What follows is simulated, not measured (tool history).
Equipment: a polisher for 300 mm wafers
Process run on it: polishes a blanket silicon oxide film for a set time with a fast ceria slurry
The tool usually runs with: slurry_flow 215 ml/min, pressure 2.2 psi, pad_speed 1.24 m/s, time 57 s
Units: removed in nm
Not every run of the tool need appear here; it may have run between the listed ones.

| run | day | slurry_flow | pressure | pad_speed | time | incoming thickness of the incoming film, nm | removed |
|---|---|---|---|---|---|---|---|
| 1 | 0 | 215 | 2.2 | 1.24 | 57 | 3195.8 | 939.7 |
| 2 | 2.608 | 215 | 2 | 1.24 | 57 | 3286.4 | 839.2 |
| 3 | 4.279 | 215 | 1.8 | 1.24 | 68 | 3299.7 | 900.7 |
| 4 | 6.304 | 215 | 1.8 | 1.24 | 68 | 3299.8 | 888.3 |
| 5 | 8.138 | 215 | 1.8 | 1.24 | 68 | 3242.2 | 907.4 |
| 6 | 9.867 | 215 | 2.2 | 1.24 | 57 | 3190.1 | 927.3 |
|  | 11.458 | head pressure recalibrated |
|  | 12.125 | worn pad replaced by a new one |
| 7 | 12.421 | 215 | 2.2 | 1.24 | 57 | 3215.7 | 887.3 |
| 8 | 14.792 | 215 | 2.2 | 1.24 | 57 | 3271.5 | 892 |
| 9 | 16.029 | 175 | 2.2 | 1.24 | 57 | 3185.6 | 862.4 |
| 10 | 17.379 | 175 | 2.2 | 1.24 | 57 | 3231.8 | 866 |
| 11 | 18.408 | 175 | 2.2 | 1.24 | 57 | 3247.1 | 866.2 |
| 12 | 20.442 | 215 | 2.2 | 1.24 | 57 | 3225.8 | 886.1 |
| 13 | 21.525 | 215 | 2.2 | 1.24 | 57 | 3250 | 879.4 |
|  | 22.517 | slurry nozzle cleaned |
| 14 | 23.754 | 180 | 2.2 | 0.96 | 57 | 3235.1 | 705 |
| 15 | 25.846 | 185 | 1.7 | 1.6 | 75 | 3295.8 | 1178 |
| 16 | 28.617 | 180 | 2.5 | 1.24 | 44 | 3267 | 790.5 |
|  | 30.258 | worn pad replaced by a new one |
| 17 | 31.342 | 215 | 2.2 | 1.24 | 57 | 3208.5 | 915 |
| 18 | 32.504 | 215 | 2.2 | 1.24 | 76 | 3276.5 | 1211 |
| 19 | 34.829 | 215 | 2.2 | 1.24 | 57 | 3226.1 | 901.5 |
| 20 | 37.771 | 215 | 1.9 | 1.24 | 43 | 3291.9 | 578.3 |
| 21 | 44.925 | 265 | 1.8 | 0.9 | 76 | 3260.8 | 745.3 |
| 22 | 47.571 | 285 | 2.2 | 1.52 | 57 | 3254.7 | 1139.8 |
|  | 48.671 | worn pad replaced by a new one |
| 23 | 49.975 | 215 | 2.2 | 1.24 | 47 | 3270 | 713.8 |
| 24 | 52.738 | 215 | 2.2 | 1.56 | 57 | 3272.4 | 1078 |
|  | 55.683 | head pressure recalibrated |
| 25 | 56.15 | 245 | 2.2 | 0.94 | 57 | 3263.1 | 664.7 |
|  | 58.6 | slurry nozzle cleaned |
| 26 | 58.929 | 280 | 2.2 | 0.94 | 46 | 3189.1 | 596.9 |
| 27 | 60.346 | 215 | 2.2 | 1.24 | 63 | 3243.7 | 1025.3 |
| 28 | 61.642 | 275 | 2.9 | 1 | 45 | 3219.2 | 809.5 |
| 29 | 64.162 | 170 | 2.2 | 1.24 | 57 | 3277.7 | 878.4 |
| 30 | 68.55 | 215 | 2.2 | 1.24 | 44 | 3278.4 | 699.7 |
|  | 69.183 | worn pad replaced by a new one |
| 31 | 70.908 | 270 | 2.2 | 1.66 | 57 | 3290.9 | 1281.8 |
| 32 | 72.217 | 215 | 2.2 | 1.64 | 57 | 3246.7 | 1196.9 |
| 33 | 74 | 215 | 2.2 | 1.24 | 57 | 3220.7 | 897.4 |
| 34 | 76.292 | 275 | 2.9 | 1 | 45 | 3312.3 | 769.1 |
| 35 | 78.958 | 215 | 2.2 | 1.24 | 66 | 3258.5 | 1009.2 |
| 36 | 81.433 | 215 | 2.2 | 1.24 | 57 | 3201.3 | 898.2 |
| 37 | 82.938 | 270 | 2.2 | 1.24 | 57 | 3230.6 | 911.3 |
| 38 | 84.033 | 180 | 2.9 | 1.6 | 41 | 3199.9 | 1019.8 |

Per-run results on a tool with no hidden state, each run keeping its own random variation:
What the log doesn't record here: removal rate lost through wear of the pad, %; slurry flow missing at the pad, %; deviation of the head's pressure from its setpoint, %.
| run | removed |
|---|---|
| 1 | 955.7 |
| 2 | 857.6 |
| 3 | 923.5 |
| 4 | 914.6 |
| 5 | 938 |
| 6 | 962.4 |
| 7 | 926.6 |
| 8 | 937.3 |
| 9 | 920.8 |
| 10 | 929.1 |
| 11 | 932.9 |
| 12 | 946.9 |
| 13 | 943.2 |
| 14 | 715.3 |
| 15 | 1199.9 |
| 16 | 810.5 |
| 17 | 939.3 |
| 18 | 1246.2 |
| 19 | 932.4 |
| 20 | 602.2 |
| 21 | 782.4 |
| 22 | 1199.9 |
| 23 | 770.8 |
| 24 | 1176.4 |
| 25 | 726.7 |
| 26 | 605.3 |
| 27 | 1046.9 |
| 28 | 824.4 |
| 29 | 911 |
| 30 | 727 |
| 31 | 1327.4 |
| 32 | 1255.2 |
| 33 | 945.7 |
| 34 | 805.3 |
| 35 | 1079.7 |
| 36 | 969.1 |
| 37 | 972.1 |
| 38 | 1130.3 |
